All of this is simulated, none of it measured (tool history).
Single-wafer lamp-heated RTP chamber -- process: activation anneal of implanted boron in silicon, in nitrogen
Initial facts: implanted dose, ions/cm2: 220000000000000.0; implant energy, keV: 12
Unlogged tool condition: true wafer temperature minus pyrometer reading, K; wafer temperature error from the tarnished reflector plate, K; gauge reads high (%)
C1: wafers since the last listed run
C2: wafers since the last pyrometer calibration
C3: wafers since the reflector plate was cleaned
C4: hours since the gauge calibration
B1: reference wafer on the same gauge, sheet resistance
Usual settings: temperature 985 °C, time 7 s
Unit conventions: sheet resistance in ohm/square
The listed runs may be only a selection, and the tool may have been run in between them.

Run 1, hour 0: usual settings but temperature 971 °C; C1 0; C2 2029; C3 3590; C4 199.4; B1 394. Result: sheet resistance 477.35 ohm/square.
Run 2, hour 14: usual settings but temperature 971 °C; C1 144; C2 2174; C3 3734; C4 213.4; B1 394.05. Result: sheet resistance 479.51 ohm/square.
Run 3, hour 25.5: usual settings but temperature 971 °C; C1 119; C2 2293; C3 3854; C4 224.9; B1 394.09. Result: sheet resistance 477.84 ohm/square.
Run 4, hour 43.4: usual settings; C1 185; C2 2478; C3 4039; C4 242.8; B1 394.2. Result: sheet resistance 460.84 ohm/square.
Run 5, hour 56.1: usual settings; C1 131; C2 2610; C3 4170; C4 255.5; B1 393.9. Result: sheet resistance 461.83 ohm/square.
Run 6, hour 70.4: usual settings; C1 147; C2 2758; C3 4318; C4 269.8; B1 394.08. Result: sheet resistance 460.48 ohm/square.
Run 7, hour 82.2: usual settings; C1 122; C2 2880; C3 4440; C4 281.6; B1 393.87. Result: sheet resistance 462.17 ohm/square.
Run 8, hour 99.5: usual settings but temperature 992 °C; C1 179; C2 3059; C3 4619; C4 298.9; B1 393.74. Result: sheet resistance 457.2 ohm/square.
Run 9, hour 114.6: usual settings but temperature 992 °C; C1 156; C2 3215; C3 4776; C4 314; B1 394.07. Result: sheet resistance 457.77 ohm/square.
Run 10, hour 129.1: usual settings but temperature 992 °C; C1 150; C2 3365; C3 4926; C4 328.5; B1 394.09. Result: sheet resistance 455.46 ohm/square.
Run 11, hour 140.1: usual settings but temperature 977 °C; C1 113; C2 3479; C3 5040; C4 339.5; B1 393.97. Result: sheet resistance 470.78 ohm/square.
Run 12, hour 153.5: usual settings but time 9 s; C1 138; C2 3618; C3 5178; C4 352.9; B1 394.02. Result: sheet resistance 458.04 ohm/square.
Run 13, hour 163.5: usual settings but temperature 963 °C; C1 103; C2 3721; C3 5282; C4 362.9; B1 394.07. Result: sheet resistance 494.36 ohm/square.
Run 14, hour 177.9: usual settings but temperature 963 °C; C1 149; C2 3870; C3 5431; C4 377.3; B1 393.77. Result: sheet resistance 493.43 ohm/square.
At hour 188.6: gauge calibrated.
Run 15, hour 189.3: usual settings but time 5 s; C1 117; C2 3988; C3 5549; C4 0.7; B1 394.01. Result: sheet resistance 464.38 ohm/square.
Run 16, hour 206.1: usual settings but time 5 s; C1 173; C2 4162; C3 5723; C4 17.5; B1 393.97. Result: sheet resistance 464.39 ohm/square.
Run 17, hour 214.2: usual settings; C1 83; C2 4246; C3 5806; C4 25.6; B1 393.79. Result: sheet resistance 462.1 ohm/square.
Run 18, hour 221.6: usual settings but temperature 967 °C, time 3 s; C1 76; C2 4323; C3 5883; C4 33; B1 394.31. Result: sheet resistance 488.51 ohm/square.
Run 19, hour 233.5: usual settings but time 4 s; C1 123; C2 4446; C3 6006; C4 44.9; B1 393.85. Result: sheet resistance 465.42 ohm/square.
Run 20, hour 249.9: usual settings but temperature 959 °C, time 9 s; C1 169; C2 4616; C3 6176; C4 61.3; B1 393.86. Result: sheet resistance 500.99 ohm/square.
At hour 260.5: pyrometer window cleaned and pyrometer calibrated.
At hour 262.2: reflector plate cleaned.
Run 21, hour 263.9: usual settings but temperature 967 °C, time 10 s; C1 44; C2 17; C3 17; C4 75.3; B1 393.81. Result: sheet resistance 482.79 ohm/square.
Run 22, hour 270.2: usual settings but temperature 998 °C, time 4 s; C1 65; C2 82; C3 82; C4 81.6; B1 393.81. Result: sheet resistance 456.62 ohm/square.
Run 23, hour 287.5: usual settings but temperature 967 °C, time 9 s; C1 179; C2 261; C3 261; C4 98.9; B1 394.17. Result: sheet resistance 484.22 ohm/square.
Run 24, hour 304.2: usual settings but temperature 959 °C, time 9 s; C1 172; C2 434; C3 434; C4 115.6; B1 393.74. Result: sheet resistance 501.67 ohm/square.
Run 25, hour 313.3: usual settings but time 6 s; C1 94; C2 529; C3 529; C4 124.7; B1 394.03. Result: sheet resistance 463.7 ohm/square.
Run 26, hour 320.5: usual settings; C1 74; C2 603; C3 603; C4 131.9; B1 394.16. Result: sheet resistance 460.61 ohm/square.
Run 27, hour 335: usual settings but temperature 1001 °C; C1 150; C2 753; C3 753; C4 146.4; B1 394.18. Result: sheet resistance 452.66 ohm/square.
Run 28, hour 348.1: usual settings but temperature 963 °C; C1 135; C2 889; C3 889; C4 159.5; B1 393.98. Result: sheet resistance 495.01 ohm/square.
Run 29, hour 364.5: usual settings but temperature 959 °C; C1 169; C2 1058; C3 1058; C4 175.9; B1 394.05. Result: sheet resistance 504.22 ohm/square.
Run 30, hour 371.4: usual settings but temperature 977 °C; C1 71; C2 1130; C3 1130; C4 182.8; B1 393.9. Result: sheet resistance 470.33 ohm/square.
Run 31, hour 385.9: usual settings but temperature 975 °C, time 5 s; C1 150; C2 1280; C3 1280; C4 197.3; B1 393.91. Result: sheet resistance 473.3 ohm/square.
Run 32, hour 424.1: usual settings but temperature 1005 °C, time 10 s; C1 395; C2 1675; C3 1675; C4 235.5; B1 393.83. Result: sheet resistance 450.45 ohm/square.
Run 33, hour 437.5: usual settings but temperature 1001 °C, time 6 s; C1 138; C2 1814; C3 1814; C4 248.9; B1 393.77. Result: sheet resistance 451.33 ohm/square.
Run 34, hour 444.9: usual settings; C1 76; C2 1890; C3 1890; C4 256.3; B1 393.99. Result: sheet resistance 463.49 ohm/square.
Run 35, hour 459.9: usual settings but temperature 1011 °C, time 3 s; C1 155; C2 2046; C3 2046; C4 271.3; B1 394.02. Result: sheet resistance 448.73 ohm/square.
Run 36, hour 477: usual settings but temperature 1009 °C, time 8 s; C1 176; C2 2223; C3 2223; C4 288.4; B1 393.83. Result: sheet resistance 447.94 ohm/square.
Run 37, hour 494.3: usual settings but temperature 1014 °C; C1 179; C2 2402; C3 2402; C4 305.7; B1 394.29. Result: sheet resistance 445.89 ohm/square.

Here are 4 independent what-if runs from the current tool condition. What would each one return?
Run A, hour 494.7: usual settings; C1 4; C2 2406; C3 2406; C4 306.1; B1 ?. Result: sheet resistance ?.
Run B, hour 494.7: usual settings but temperature 997 °C, time 4 s; C1 4; C2 2406; C3 2406; C4 306.1; B1 ?. Result: sheet resistance ?.
Run C, hour 494.7: usual settings but temperature 966 °C, time 4 s; C1 4; C2 2406; C3 2406; C4 306.1; B1 ?. Result: sheet resistance ?.
Run D, hour 494.7: usual settings but temperature 1010 °C, time 4 s; C1 4; C2 2406; C3 2406; C4 306.1; B1 ?. Result: sheet resistance ?.

run      B1  sheet resistance
  A  393.89            461.53
  B  393.89            455.77
  C  393.89            491.44
  D  393.89            450.24
Stripped of hidden state, with their random variation kept, the same runs would have yielded:
run  sheet resistance
  A            461.53
  B            455.77
  C            491.44
  D            450.24
